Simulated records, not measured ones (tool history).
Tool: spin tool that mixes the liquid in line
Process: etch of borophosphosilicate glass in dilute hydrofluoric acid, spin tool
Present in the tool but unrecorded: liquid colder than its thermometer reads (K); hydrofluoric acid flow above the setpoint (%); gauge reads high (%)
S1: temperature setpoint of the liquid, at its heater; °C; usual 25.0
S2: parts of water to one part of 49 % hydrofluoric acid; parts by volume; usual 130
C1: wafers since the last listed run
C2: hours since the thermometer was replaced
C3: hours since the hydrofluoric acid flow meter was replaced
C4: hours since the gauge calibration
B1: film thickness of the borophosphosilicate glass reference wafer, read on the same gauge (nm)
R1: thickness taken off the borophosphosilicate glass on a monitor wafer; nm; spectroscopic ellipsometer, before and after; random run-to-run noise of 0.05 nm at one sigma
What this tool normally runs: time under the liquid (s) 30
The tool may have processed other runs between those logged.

Run 1, hour 0.0: usual settings but S2 90 parts by volume; C1 0; C2 469.5; C3 134.6; C4 102.7; B1 50.03. Result: R1 12.71 nm.
Run 2, hour 212.4: usual settings but S2 90 parts by volume; C1 3234; C2 681.9; C3 347.0; C4 315.1; B1 49.98. Result: R1 12.89 nm.
Run 3, hour 276.5: usual settings; C1 975; C2 746.0; C3 411.1; C4 379.2; B1 49.94. Result: R1 8.42 nm.
Run 4, hour 336.0: usual settings; C1 905; C2 805.5; C3 470.6; C4 438.7; B1 50.00. Result: R1 8.42 nm.
At hour 353.6: gauge calibrated.
Run 5, hour 400.7: usual settings; C1 985; C2 870.2; C3 535.3; C4 47.1; B1 49.95. Result: R1 8.44 nm.
Run 6, hour 437.8: usual settings but S2 145 parts by volume; C1 564; C2 907.3; C3 572.4; C4 84.2; B1 50.02. Result: R1 7.47 nm.
Run 7, hour 485.0: usual settings but S2 145 parts by volume; C1 718; C2 954.5; C3 619.6; C4 131.4; B1 50.00. Result: R1 7.52 nm.
At hour 498.2: thermometer replaced.
Run 8, hour 509.6: usual settings but S2 145 parts by volume; C1 359; C2 11.4; C3 644.2; C4 156.0; B1 50.02. Result: R1 7.51 nm.
At hour 535.5: hydrofluoric acid flow meter replaced.
Run 9, hour 541.7: usual settings; C1 473; C2 43.5; C3 6.2; C4 188.1; B1 50.02. Result: R1 8.46 nm.
Run 10, hour 592.7: usual settings; C1 776; C2 94.5; C3 57.2; C4 239.1; B1 50.01. Result: R1 8.51 nm.
Run 11, hour 631.3: usual settings but S1 28.0 °C, S2 180 parts by volume, time under the liquid (s) 40; C1 587; C2 133.1; C3 95.8; C4 277.7; B1 49.95. Result: R1 8.68 nm.
Run 12, hour 675.6: usual settings but S1 22.5 °C, time under the liquid (s) 20; C1 674; C2 177.4; C3 140.1; C4 322.0; B1 49.97. Result: R1 5.11 nm.
Run 13, hour 720.8: usual settings; C1 688; C2 222.6; C3 185.3; C4 367.2; B1 49.96. Result: R1 8.47 nm.
Run 14, hour 747.8: usual settings but S1 23.0 °C, S2 75 parts by volume, time under the liquid (s) 45; C1 411; C2 249.6; C3 212.3; C4 394.2; B1 49.96. Result: R1 21.78 nm.
Run 15, hour 790.2: usual settings but S2 105 parts by volume; C1 645; C2 292.0; C3 254.7; C4 436.6; B1 49.98. Result: R1 10.93 nm.
Run 16, hour 828.5: usual settings but time under the liquid (s) 25; C1 583; C2 330.3; C3 293.0; C4 474.9; B1 49.99. Result: R1 7.04 nm.
Run 17, hour 867.5: usual settings but S1 23.0 °C; C1 593; C2 369.3; C3 332.0; C4 513.9; B1 50.01. Result: R1 7.77 nm.

Hidden condition of the tool, last listed run before each entry between runs versus first listed run after:
From run 4 to run 5: gauge calibrated (hour 353.6)
  no hidden state differs between the two runs
From run 7 to run 8: thermometer replaced (hour 498.2)
  no hidden state differs between the two runs
From run 8 to run 9: hydrofluoric acid flow meter replaced (hour 535.5)
  no hidden state differs between the two runs

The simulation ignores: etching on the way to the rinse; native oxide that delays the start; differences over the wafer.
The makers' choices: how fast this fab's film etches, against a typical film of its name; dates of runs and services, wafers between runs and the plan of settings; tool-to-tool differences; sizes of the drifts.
